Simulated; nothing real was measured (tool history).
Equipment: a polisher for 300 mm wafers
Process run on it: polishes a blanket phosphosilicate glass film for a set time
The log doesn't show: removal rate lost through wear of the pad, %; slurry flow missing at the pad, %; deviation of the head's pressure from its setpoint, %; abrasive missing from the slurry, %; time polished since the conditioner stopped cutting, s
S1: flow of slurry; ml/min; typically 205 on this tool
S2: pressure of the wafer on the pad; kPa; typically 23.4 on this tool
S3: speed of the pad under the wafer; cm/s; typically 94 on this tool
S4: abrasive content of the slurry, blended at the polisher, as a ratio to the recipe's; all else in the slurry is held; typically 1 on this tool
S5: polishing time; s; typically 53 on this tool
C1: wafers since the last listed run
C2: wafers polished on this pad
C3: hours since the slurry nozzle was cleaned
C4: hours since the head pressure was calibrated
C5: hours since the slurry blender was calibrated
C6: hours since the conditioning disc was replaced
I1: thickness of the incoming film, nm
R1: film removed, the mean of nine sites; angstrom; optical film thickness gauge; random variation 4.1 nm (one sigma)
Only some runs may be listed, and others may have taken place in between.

run    hour   S1    S2  S3    S4  S5    C1    C2     C3     C4     C5     C6      I1    R1
  1       0  205  23.4  94     1  53     0   822  345.9  222.4  104.2  217.9  2372.3  4070
  2   128.6  205  23.4  94     1  53  1793  2615  474.5    351  232.8  346.5  2390.7  3740
      173.7  -- worn pad replaced by a new one
  3   175.8  205  23.4  94     1  53   602    29  521.7  398.2    280  393.7  2423.1  3990
      178.1  -- conditioning disc replaced and pad reconditioned
      180.1  -- head pressure recalibrated
  4   216.5  205  23.4  94     1  53   511   540  562.4   36.4  320.7   38.4  2406.2  3991
  5   242.7  205    20  94   1.2  53   365   906  588.6   62.6  346.9   64.6  2408.5  3671
  6   293.4  205    20  94   1.2  53   707  1613  639.3  113.3  397.6  115.3  2380.9  3601
  7   365.1  205  23.4  94   1.2  53  1000  2613    711    185  469.3    187  2371.3  4071
        376  -- slurry blender recalibrated
  8   392.2  205  23.4  94   1.2  53   350  2964  738.1  212.1   16.2  214.1  2409.6  4200
  9   437.2  205  23.4  94     1  53   627  3591  783.1  257.1   61.2  259.1  2400.5  3643
      463.4  -- worn pad replaced by a new one
      482.6  -- slurry nozzle cleaned
        494  -- conditioning disc replaced and pad reconditioned
 10   555.8  205  23.4  94     1  53  1556  1247   73.2  375.7  179.8   61.8  2424.6  3914
      564.5  -- head pressure recalibrated
 11   625.2  205  23.4  94     1  53   940  2187  142.6   60.7  249.2  131.2  2375.1  3847
      698.5  -- worn pad replaced by a new one
 12     699  160  23.4  94     1  68   973     6  216.4  134.5    323    205  2388.8  4918
 13   723.2  230  19.3  94  1.15  53   337   344  240.6  158.7  347.2  229.2  2380.5  3554
      816.4  -- slurry blender recalibrated
 14   854.1  225  20.7  94     1  39  1798  2142  371.5  289.6   37.7  360.1  2403.5  2646
      883.8  -- conditioning disc replaced and pad reconditioned
      891.6  -- head pressure recalibrated
 15   922.6  205  25.5  94     1  71   899  3042    440     31  106.2   38.8  2384.1  5287
      955.1  -- worn pad replaced by a new one
 16   993.2  260  17.9  94     1  53   929   531  510.6  101.6  176.8  109.4  2404.3  3205
 17  1025.7  265  23.4  94  0.85  53   453   984  543.1  134.1  209.3  141.9  2383.2  3779
 18  1078.1  265  23.4  94     1  53   730  1715  595.5  186.5  261.7  194.3  2402.6  3973
 19  1102.1  205  23.4  94  1.15  65   334  2050  619.5  210.5  285.7  218.3  2387.2  4959
 20  1136.5  205  23.4  94     1  53   479  2530  653.9  244.9  320.1  252.7  2411.1  3735
 21  1165.8  205  15.9  94     1  53   408  2939  683.2  274.2  349.4    282  2388.9  2451
     1191.3  -- slurry nozzle cleaned
 22    1192  205  23.4  94     1  53   351  3290    0.7  300.4  375.6  308.2  2389.5  3509
     1209.6  -- conditioning disc replaced and pad reconditioned
     1228.5  -- worn pad replaced by a new one
 23  1243.9  260  16.5  94     1  53   640   214   52.6  352.3  427.5   34.3  2386.5  2847
     1268.9  -- head pressure recalibrated
 24    1302  265  23.4  94     1  53   782   997  110.7   33.1  485.6   92.4  2377.9  3979

4 ways to go on from here, each from the tool as it stands after run 24. What would each give?
  A  1302.4  205  17.2   94     1  53   5  1002  111.1  33.5  486  92.8  2433.9   ?
  B  1302.4  205  23.4   94   1.1  64   5  1002  111.1  33.5  486  92.8  2433.9   ?
  C  1302.4  205  17.2  108  0.75  53   5  1002  111.1  33.5  486  92.8  2433.9   ?
  D  1302.4  205  26.2   74     1  53   5  1002  111.1  33.5  486  92.8  2433.9   ?

run    R1
  A  2873
  B  4938
  C  2760
  D  3606
With the hidden condition removed and each run's random variation left untouched, the same runs would have given:
run    R1
  A  3129
  B  5359
  C  3040
  D  3928
